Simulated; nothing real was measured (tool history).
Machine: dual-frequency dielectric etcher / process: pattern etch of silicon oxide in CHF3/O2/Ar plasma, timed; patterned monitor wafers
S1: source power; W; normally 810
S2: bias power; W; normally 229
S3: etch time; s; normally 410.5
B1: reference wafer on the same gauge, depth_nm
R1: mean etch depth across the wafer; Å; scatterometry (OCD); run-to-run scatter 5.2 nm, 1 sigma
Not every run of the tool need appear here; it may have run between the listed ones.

run     day    S1   S2     S3     B1     R1
  1   0.000   810  190  410.5  835.9   9193
  2   0.654   810  229  410.5  835.9   9687
  3   1.338   810  255  410.5  834.9   9966
  4   1.804   810  268  410.5  836.5  10154
  5   2.192   810  268  410.5  835.6  10103
  6   2.542   810  246  410.5  836.5   9828
      2.796  -- gauge calibrated
  7   3.017   670  229  410.5  836.0   8794
  8   3.338   810  229  410.5  837.0   9830
  9   3.871   810  229  410.5  836.7   9766
      4.508  -- source power generator calibrated
      4.912  -- upper electrode replaced
 10   4.933   810  229  410.5  836.0   9660
 11   4.950   880  229  488.5  836.6  12030
 12   5.575   810  229  410.5  836.9   9631
 13   5.971   810  229  483.0  836.1  11379
 14   6.433   810  280  410.5  835.8  10224
      6.912  -- bias power generator calibrated
 15   7.100   910  283  295.5  835.9   7871
 16   7.596   810  229  410.5  835.6   9722
 17   8.321   810  229  410.5  835.7   9818
 18   8.658   880  270  324.0  835.8   8489
 19   9.354   810  229  410.5  836.5   9693
 20   9.754   940  229  312.0  836.3   7962
     11.025  -- wet clean of the chamber
 21  11.046   740  180  290.5  835.8   6173
 22  11.067   890  257  460.0  836.3  11584
 23  11.217   810  229  410.5  835.4   9610
 24  11.600   810  229  531.0  834.9  12502
 25  12.258   910  229  410.5  835.7  10151
 26  12.888  1000  229  410.5  837.0  10523
 27  13.633   930  284  297.5  835.2   7860
 28  14.312   920  207  303.5  836.9   7364
 29  14.575   880  263  324.5  834.4   8189
 30  14.971   990  229  410.5  836.3  10526
 31  15.679   810  272  410.5  835.6  10018

What would each run have given without the hidden state, its run-to-run variation left as it was?
Hidden conditions of the tool in this case: etch rate over this chamber's usual, %; source power that arrives over what is set, %; bias power that arrives over what is set, %; gauge reads high (%).
run     R1
  1   9124
  2   9606
  3   9874
  4  10054
  5   9998
  6   9721
  7   8694
  8   9714
  9   9644
 10   9526
 11  11863
 12   9490
 13  11206
 14  10062
 15   7740
 16   9554
 17   9640
 18   8331
 19   9504
 20   7803
 21   6185
 22  11607
 23   9627
 24  12518
 25  10156
 26  10518
 27   7849
 28   7347
 29   8168
 30  10493
 31   9978
